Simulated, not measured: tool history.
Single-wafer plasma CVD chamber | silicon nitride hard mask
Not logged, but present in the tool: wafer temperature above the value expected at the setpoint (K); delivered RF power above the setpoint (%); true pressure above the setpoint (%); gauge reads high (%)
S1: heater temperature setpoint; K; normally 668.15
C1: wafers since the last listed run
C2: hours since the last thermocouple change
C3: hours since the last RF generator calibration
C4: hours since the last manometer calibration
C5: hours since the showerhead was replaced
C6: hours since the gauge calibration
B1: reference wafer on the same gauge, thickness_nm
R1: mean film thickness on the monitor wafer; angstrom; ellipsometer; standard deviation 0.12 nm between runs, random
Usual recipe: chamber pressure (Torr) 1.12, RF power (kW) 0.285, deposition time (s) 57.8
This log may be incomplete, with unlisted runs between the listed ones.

{"run": 1, "hour": 0.0, "S1": 668.15, "chamber pressure (Torr)": 1.12, "RF power (kW)": 0.285, "deposition time (s)": 61.4, "C1": 0, "C2": 1446, "C3": 307.9, "C4": 2829.4, "C5": 2727.6, "C6": 685.2, "B1": 53.81, "R1": 603.3}
{"run": 2, "hour": 33.5, "S1": 668.15, "chamber pressure (Torr)": 1.12, "RF power (kW)": 0.285, "deposition time (s)": 57.8, "C1": 538, "C2": 1479.5, "C3": 341.4, "C4": 2862.9, "C5": 2761.1, "C6": 718.7, "B1": 53.771, "R1": 567.53}
{"run": 3, "hour": 233.0, "S1": 668.15, "chamber pressure (Torr)": 1.12, "RF power (kW)": 0.285, "deposition time (s)": 57.8, "C1": 3207, "C2": 1679, "C3": 540.9, "C4": 3062.4, "C5": 2960.6, "C6": 918.2, "B1": 53.84, "R1": 567.27}
{"run": 4, "hour": 262.5, "S1": 668.15, "chamber pressure (Torr)": 1.12, "RF power (kW)": 0.285, "deposition time (s)": 57.8, "C1": 474, "C2": 1708.5, "C3": 570.4, "C4": 3091.9, "C5": 2990.1, "C6": 947.7, "B1": 53.77, "R1": 568.23}
{"run": 5, "hour": 313.4, "S1": 668.15, "chamber pressure (Torr)": 1.12, "RF power (kW)": 0.285, "deposition time (s)": 57.8, "C1": 818, "C2": 1759.4, "C3": 621.3, "C4": 3142.8, "C5": 3041, "C6": 998.6, "B1": 53.767, "R1": 566.9}
{"run": 6, "hour": 356.1, "S1": 668.15, "chamber pressure (Torr)": 1.12, "RF power (kW)": 0.285, "deposition time (s)": 57.8, "C1": 686, "C2": 1802.1, "C3": 664, "C4": 3185.5, "C5": 3083.7, "C6": 1041.3, "B1": 53.817, "R1": 563.31}
{"hour": 369.1, "done": "thermocouple changed; heater temperature recalibrated"}
{"run": 7, "hour": 413.7, "S1": 668.15, "chamber pressure (Torr)": 1.12, "RF power (kW)": 0.285, "deposition time (s)": 57.8, "C1": 797, "C2": 44.6, "C3": 721.6, "C4": 3243.1, "C5": 3141.3, "C6": 1098.9, "B1": 53.81, "R1": 567.8}
{"hour": 457.7, "done": "capacitance manometer re-zeroed and calibrated"}
{"run": 8, "hour": 473.3, "S1": 668.15, "chamber pressure (Torr)": 1.12, "RF power (kW)": 0.285, "deposition time (s)": 57.8, "C1": 829, "C2": 104.2, "C3": 781.2, "C4": 15.6, "C5": 3200.9, "C6": 1158.5, "B1": 53.883, "R1": 564.49}
{"hour": 473.8, "done": "gauge calibrated"}
{"run": 9, "hour": 530.8, "S1": 668.15, "chamber pressure (Torr)": 1.12, "RF power (kW)": 0.285, "deposition time (s)": 57.8, "C1": 924, "C2": 161.7, "C3": 838.7, "C4": 73.1, "C5": 3258.4, "C6": 57, "B1": 53.826, "R1": 562.79}
{"run": 10, "hour": 568.0, "S1": 668.15, "chamber pressure (Torr)": 1.29, "RF power (kW)": 0.285, "deposition time (s)": 65.5, "C1": 598, "C2": 198.9, "C3": 875.9, "C4": 110.3, "C5": 3295.6, "C6": 94.2, "B1": 53.742, "R1": 673.19}
{"hour": 613.8, "done": "showerhead replaced"}
{"run": 11, "hour": 614.3, "S1": 663.15, "chamber pressure (Torr)": 0.91, "RF power (kW)": 0.285, "deposition time (s)": 65.1, "C1": 615, "C2": 245.2, "C3": 922.2, "C4": 156.6, "C5": 0.5, "C6": 140.5, "B1": 53.773, "R1": 586.11}
{"run": 12, "hour": 643.1, "S1": 668.15, "chamber pressure (Torr)": 1.12, "RF power (kW)": 0.285, "deposition time (s)": 57.8, "C1": 463, "C2": 274, "C3": 951, "C4": 185.4, "C5": 29.3, "C6": 169.3, "B1": 53.814, "R1": 564.65}
{"run": 13, "hour": 689.7, "S1": 658.15, "chamber pressure (Torr)": 1.12, "RF power (kW)": 0.285, "deposition time (s)": 52.6, "C1": 749, "C2": 320.6, "C3": 997.6, "C4": 232, "C5": 75.9, "C6": 215.9, "B1": 53.794, "R1": 513.79}
{"hour": 730.5, "done": "RF generator calibrated"}
{"run": 14, "hour": 731.0, "S1": 677.15, "chamber pressure (Torr)": 1.24, "RF power (kW)": 0.285, "deposition time (s)": 61.6, "C1": 535, "C2": 361.9, "C3": 0.5, "C4": 273.3, "C5": 117.2, "C6": 257.2, "B1": 53.806, "R1": 627.54}
{"run": 15, "hour": 784.8, "S1": 654.15, "chamber pressure (Torr)": 1.12, "RF power (kW)": 0.265, "deposition time (s)": 57.8, "C1": 864, "C2": 415.7, "C3": 54.3, "C4": 327.1, "C5": 171, "C6": 311, "B1": 53.796, "R1": 546.9}
{"run": 16, "hour": 844.5, "S1": 668.15, "chamber pressure (Torr)": 1.12, "RF power (kW)": 0.285, "deposition time (s)": 57.8, "C1": 959, "C2": 475.4, "C3": 114, "C4": 386.8, "C5": 230.7, "C6": 370.7, "B1": 53.798, "R1": 571.91}
{"run": 17, "hour": 887.3, "S1": 668.15, "chamber pressure (Torr)": 1.12, "RF power (kW)": 0.285, "deposition time (s)": 57.8, "C1": 688, "C2": 518.2, "C3": 156.8, "C4": 429.6, "C5": 273.5, "C6": 413.5, "B1": 53.789, "R1": 573.34}
{"run": 18, "hour": 943.8, "S1": 682.15, "chamber pressure (Torr)": 1.12, "RF power (kW)": 0.33, "deposition time (s)": 57.8, "C1": 908, "C2": 574.7, "C3": 213.3, "C4": 486.1, "C5": 330, "C6": 470, "B1": 53.83, "R1": 620.31}

What if the next run were any one of these 3? Each begins from the tool's condition after run 18:
{"run": "A", "hour": 944.2, "S1": 668.15, "chamber pressure (Torr)": 1.12, "RF power (kW)": 0.285, "deposition time (s)": 62.5, "C1": 6, "C2": 575.1, "C3": 213.7, "C4": 486.5, "C5": 330.4, "C6": 470.4, "B1": "?", "R1": "?"}
{"run": "B", "hour": 944.2, "S1": 662.15, "chamber pressure (Torr)": 1.34, "RF power (kW)": 0.315, "deposition time (s)": 65.9, "C1": 6, "C2": 575.1, "C3": 213.7, "C4": 486.5, "C5": 330.4, "C6": 470.4, "B1": "?", "R1": "?"}
{"run": "C", "hour": 944.2, "S1": 668.15, "chamber pressure (Torr)": 1.28, "RF power (kW)": 0.285, "deposition time (s)": 57.8, "C1": 6, "C2": 575.1, "C3": 213.7, "C4": 486.5, "C5": 330.4, "C6": 470.4, "B1": "?", "R1": "?"}

run=A B1=53.849 R1=614.67
run=B B1=53.849 R1=735.51
run=C B1=53.849 R1=595.97
Had the tool no hidden state, the same runs would have come out as:
run=A R1=615.1
run=B R1=736.01
run=C R1=596.39
